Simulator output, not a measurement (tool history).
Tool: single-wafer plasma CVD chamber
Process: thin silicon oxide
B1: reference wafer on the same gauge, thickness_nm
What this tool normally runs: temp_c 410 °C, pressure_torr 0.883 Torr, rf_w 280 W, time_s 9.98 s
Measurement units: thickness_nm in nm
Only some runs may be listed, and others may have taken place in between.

{"run": 1, "hour": 0.0, "temp_c": 410, "pressure_torr": 0.883, "rf_w": 280, "time_s": 9.98, "B1": 18.219, "thickness_nm": 19.389}
{"run": 2, "hour": 18.2, "temp_c": 410, "pressure_torr": 0.883, "rf_w": 280, "time_s": 9.98, "B1": 18.2, "thickness_nm": 19.389}
{"run": 3, "hour": 30.5, "temp_c": 410, "pressure_torr": 0.883, "rf_w": 280, "time_s": 9.98, "B1": 18.167, "thickness_nm": 19.289}
{"run": 4, "hour": 57.7, "temp_c": 410, "pressure_torr": 0.73, "rf_w": 280, "time_s": 11.15, "B1": 18.171, "thickness_nm": 18.712}
{"run": 5, "hour": 79.1, "temp_c": 410, "pressure_torr": 0.73, "rf_w": 280, "time_s": 11.15, "B1": 18.132, "thickness_nm": 18.751}
{"run": 6, "hour": 112.6, "temp_c": 410, "pressure_torr": 0.73, "rf_w": 280, "time_s": 11.15, "B1": 18.324, "thickness_nm": 18.975}
{"run": 7, "hour": 134.3, "temp_c": 413, "pressure_torr": 0.883, "rf_w": 280, "time_s": 9.98, "B1": 18.333, "thickness_nm": 19.388}
{"run": 8, "hour": 163.1, "temp_c": 413, "pressure_torr": 0.883, "rf_w": 280, "time_s": 9.98, "B1": 18.31, "thickness_nm": 19.445}
{"run": 9, "hour": 189.7, "temp_c": 410, "pressure_torr": 0.883, "rf_w": 255, "time_s": 9.98, "B1": 18.308, "thickness_nm": 18.01}
{"run": 10, "hour": 224.3, "temp_c": 410, "pressure_torr": 0.883, "rf_w": 255, "time_s": 9.98, "B1": 18.283, "thickness_nm": 18.009}
{"run": 11, "hour": 245.9, "temp_c": 410, "pressure_torr": 0.883, "rf_w": 225, "time_s": 9.98, "B1": 18.258, "thickness_nm": 16.091}
{"run": 12, "hour": 266.9, "temp_c": 410, "pressure_torr": 0.883, "rf_w": 280, "time_s": 11.35, "B1": 18.247, "thickness_nm": 21.997}
{"run": 13, "hour": 288.3, "temp_c": 410, "pressure_torr": 0.883, "rf_w": 280, "time_s": 9.98, "B1": 18.225, "thickness_nm": 19.422}
{"run": 14, "hour": 317.3, "temp_c": 397, "pressure_torr": 0.883, "rf_w": 280, "time_s": 9.98, "B1": 18.2, "thickness_nm": 19.551}
{"run": 15, "hour": 335.0, "temp_c": 410, "pressure_torr": 0.883, "rf_w": 255, "time_s": 9.98, "B1": 18.171, "thickness_nm": 17.975}
{"run": 16, "hour": 362.3, "temp_c": 410, "pressure_torr": 0.883, "rf_w": 280, "time_s": 10.51, "B1": 18.161, "thickness_nm": 20.364}
{"run": 17, "hour": 389.0, "temp_c": 423, "pressure_torr": 0.785, "rf_w": 280, "time_s": 11.05, "B1": 18.118, "thickness_nm": 19.441}
{"run": 18, "hour": 409.0, "temp_c": 422, "pressure_torr": 0.883, "rf_w": 260, "time_s": 9.98, "B1": 18.306, "thickness_nm": 18.265}
{"run": 19, "hour": 442.4, "temp_c": 406, "pressure_torr": 0.883, "rf_w": 265, "time_s": 11.07, "B1": 18.274, "thickness_nm": 20.718}
{"run": 20, "hour": 497.8, "temp_c": 410, "pressure_torr": 0.883, "rf_w": 255, "time_s": 9.98, "B1": 18.274, "thickness_nm": 18.072}
{"run": 21, "hour": 511.1, "temp_c": 397, "pressure_torr": 0.883, "rf_w": 280, "time_s": 9.98, "B1": 18.258, "thickness_nm": 19.56}

Removed from this log: 6 entries logged between the listed runs. Between which two listed runs does each belong, and how does the tool's hidden state at the listed run before it compare with that at the listed run after it?
Run 5 -> run 6: gauge calibrated (hour 100.5)
  gauge reads high (%): -0.897 -> 0.123
  measured value less the no-hidden-state value, thickness_nm: -0.169 -> +0.023 nm
Run 11 -> run 12: capacitance manometer re-zeroed and calibrated (hour 260.5)
  gauge reads high (%): -0.173 -> -0.266
  measured value less the no-hidden-state value, thickness_nm: -0.028 -> -0.058 nm
Run 13 -> run 14: showerhead replaced (hour 311.0); RF generator calibrated (hour 316.8)
  gauge reads high (%): -0.373 -> -0.538
  measured value less the no-hidden-state value, thickness_nm: -0.072 -> -0.105 nm
Run 15 -> run 16: thermocouple changed; heater temperature recalibrated (hour 359.4)
  gauge reads high (%): -0.651 -> -0.842
  measured value less the no-hidden-state value, thickness_nm: -0.118 -> -0.173 nm
Run 17 -> run 18: gauge calibrated (hour 390.4)
  gauge reads high (%): -1.05 -> -0.0599
  measured value less the no-hidden-state value, thickness_nm: -0.206 -> -0.011 nm
